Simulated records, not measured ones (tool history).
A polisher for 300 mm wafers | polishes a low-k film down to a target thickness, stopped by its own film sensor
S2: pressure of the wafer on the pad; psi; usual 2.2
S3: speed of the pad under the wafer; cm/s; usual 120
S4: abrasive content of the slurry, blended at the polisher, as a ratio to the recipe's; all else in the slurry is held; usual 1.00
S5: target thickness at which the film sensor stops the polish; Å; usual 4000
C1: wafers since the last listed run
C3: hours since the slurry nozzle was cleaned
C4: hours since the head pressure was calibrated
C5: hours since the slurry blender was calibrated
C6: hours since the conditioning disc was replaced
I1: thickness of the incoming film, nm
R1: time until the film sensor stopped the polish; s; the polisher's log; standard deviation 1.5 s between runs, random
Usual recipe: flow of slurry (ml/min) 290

Run 1, hour 0.0: usual settings; C1 0; wafers polished on this pad 454; C3 465.1; C4 922.9; C5 212.1; C6 155.8; I1 439.6. Result: R1 95.5 s.
Run 2, hour 9.1: usual settings; C1 81; wafers polished on this pad 535; C3 474.2; C4 932.0; C5 221.2; C6 164.9; I1 440.1. Result: R1 95.6 s.
At hour 27.4: worn pad replaced by a new one.
Run 3, hour 27.9: usual settings but S4 0.90; C1 132; wafers polished on this pad 4; C3 493.0; C4 950.8; C5 240.0; C6 183.7; I1 444.7. Result: R1 106.8 s.
Run 4, hour 39.1: usual settings but S4 0.90; C1 99; wafers polished on this pad 104; C3 504.2; C4 962.0; C5 251.2; C6 194.9; I1 437.7. Result: R1 95.5 s.
Run 5, hour 53.1: usual settings but S4 0.90; C1 124; wafers polished on this pad 229; C3 518.2; C4 976.0; C5 265.2; C6 208.9; I1 438.6. Result: R1 98.5 s.
Run 6, hour 65.5: usual settings; C1 110; wafers polished on this pad 339; C3 530.6; C4 988.4; C5 277.6; C6 221.3; I1 447.0. Result: R1 117.0 s.
Run 7, hour 81.0: usual settings but S5 4100 Å; C1 138; wafers polished on this pad 478; C3 546.1; C4 1003.9; C5 293.1; C6 236.8; I1 432.5. Result: R1 56.5 s.
Run 8, hour 98.1: usual settings; C1 152; wafers polished on this pad 630; C3 563.2; C4 1021.0; C5 310.2; C6 253.9; I1 433.3. Result: R1 84.1 s.
Run 9, hour 108.5: usual settings; C1 92; wafers polished on this pad 723; C3 573.6; C4 1031.4; C5 320.6; C6 264.3; I1 445.0. Result: R1 116.6 s.
At hour 115.4: worn pad replaced by a new one.
Run 10, hour 115.9: usual settings; C1 30; wafers polished on this pad 4; C3 581.0; C4 1038.8; C5 328.0; C6 271.7; I1 442.9. Result: R1 102.1 s.
At hour 119.0: head pressure recalibrated.
Run 11, hour 133.0: usual settings but S2 1.5 psi, S3 80 cm/s, S4 1.25; C1 134; wafers polished on this pad 139; C3 598.1; C4 14.0; C5 345.1; C6 288.8; I1 442.7. Result: R1 159.3 s.
Run 12, hour 147.2: usual settings but flow of slurry (ml/min) 225; C1 126; wafers polished on this pad 266; C3 612.3; C4 28.2; C5 359.3; C6 303.0; I1 436.4. Result: R1 94.7 s.
Run 13, hour 158.3: usual settings but S5 3960 Å; C1 99; wafers polished on this pad 365; C3 623.4; C4 39.3; C5 370.4; C6 314.1; I1 443.3. Result: R1 121.0 s.
Run 14, hour 165.4: usual settings but flow of slurry (ml/min) 195, S2 3.0 psi, S4 1.20, S5 4130 Å; C1 63; wafers polished on this pad 428; C3 630.5; C4 46.4; C5 377.5; C6 321.2; I1 439.3. Result: R1 49.7 s.
At hour 172.1: slurry blender recalibrated.
At hour 178.7: conditioning disc replaced and pad reconditioned.
Run 15, hour 181.2: usual settings but flow of slurry (ml/min) 345, S4 0.75; C1 105; wafers polished on this pad 533; C3 646.3; C4 62.2; C5 9.1; C6 2.5; I1 442.3. Result: R1 118.2 s.
Run 16, hour 195.2: usual settings but flow of slurry (ml/min) 200; C1 124; wafers polished on this pad 658; C3 660.3; C4 76.2; C5 23.1; C6 16.5; I1 447.6. Result: R1 117.8 s.
At hour 206.7: worn pad replaced by a new one.
Run 17, hour 211.5: usual settings but S5 4040 Å; C1 109; wafers polished on this pad 42; C3 676.6; C4 92.5; C5 39.4; C6 32.8; I1 439.2. Result: R1 78.0 s.
Run 18, hour 220.8: usual settings; C1 83; wafers polished on this pad 125; C3 685.9; C4 101.8; C5 48.7; C6 42.1; I1 444.4. Result: R1 95.6 s.
Run 19, hour 227.9: usual settings; C1 63; wafers polished on this pad 189; C3 693.0; C4 108.9; C5 55.8; C6 49.2; I1 431.4. Result: R1 69.2 s.
At hour 232.2: slurry nozzle cleaned.
Run 20, hour 236.0: usual settings but flow of slurry (ml/min) 350, S2 2.8 psi, S3 150 cm/s, S4 0.80; C1 63; wafers polished on this pad 252; C3 3.8; C4 117.0; C5 63.9; C6 57.3; I1 440.4. Result: R1 71.7 s.
Run 21, hour 247.7: usual settings but S2 1.7 psi; C1 104; wafers polished on this pad 356; C3 15.5; C4 128.7; C5 75.6; C6 69.0; I1 445.3. Result: R1 131.2 s.
Run 22, hour 262.1: usual settings; C1 128; wafers polished on this pad 485; C3 29.9; C4 143.1; C5 90.0; C6 83.4; I1 439.6. Result: R1 88.8 s.
At hour 286.5: worn pad replaced by a new one.
Run 23, hour 288.6: usual settings but flow of slurry (ml/min) 215, S2 2.8 psi, S3 92 cm/s; C1 200; wafers polished on this pad 18; C3 56.4; C4 169.6; C5 116.5; C6 109.9; I1 439.2. Result: R1 81.4 s.
Run 24, hour 298.6: usual settings but S3 160 cm/s; C1 89; wafers polished on this pad 107; C3 66.4; C4 179.6; C5 126.5; C6 119.9; I1 440.8. Result: R1 78.3 s.
Run 25, hour 304.8: usual settings; C1 55; wafers polished on this pad 163; C3 72.6; C4 185.8; C5 132.7; C6 126.1; I1 441.3. Result: R1 92.8 s.
Run 26, hour 313.3: usual settings but flow of slurry (ml/min) 370, S2 1.4 psi, S3 146 cm/s; C1 75; wafers polished on this pad 238; C3 81.1; C4 194.3; C5 141.2; C6 134.6; I1 442.7. Result: R1 134.7 s.
Run 27, hour 324.2: usual settings; C1 97; wafers polished on this pad 336; C3 92.0; C4 205.2; C5 152.1; C6 145.5; I1 446.7. Result: R1 108.6 s.

3 ways to go on from here, each from the tool as it stands after run 27. What would each give?
Run A, hour 324.6: usual settings; C1 3; wafers polished on this pad 339; C3 92.4; C4 205.6; C5 152.5; C6 145.9; I1 439.4. Result: R1 ?.
Run B, hour 324.6: usual settings but S2 1.6 psi, S5 4080 Å; C1 3; wafers polished on this pad 339; C3 92.4; C4 205.6; C5 152.5; C6 145.9; I1 439.4. Result: R1 ?.
Run C, hour 324.6: usual settings but flow of slurry (ml/min) 265, S2 1.5 psi, S3 134 cm/s, S4 0.85; C1 3; wafers polished on this pad 339; C3 92.4; C4 205.6; C5 152.5; C6 145.9; I1 439.4. Result: R1 ?.

run     R1
  A   89.5
  B   97.2
  C  135.1
Without the tool's unlogged condition, the same runs would have read:
run     R1
  A   83.1
  B   91.1
  C  126.5
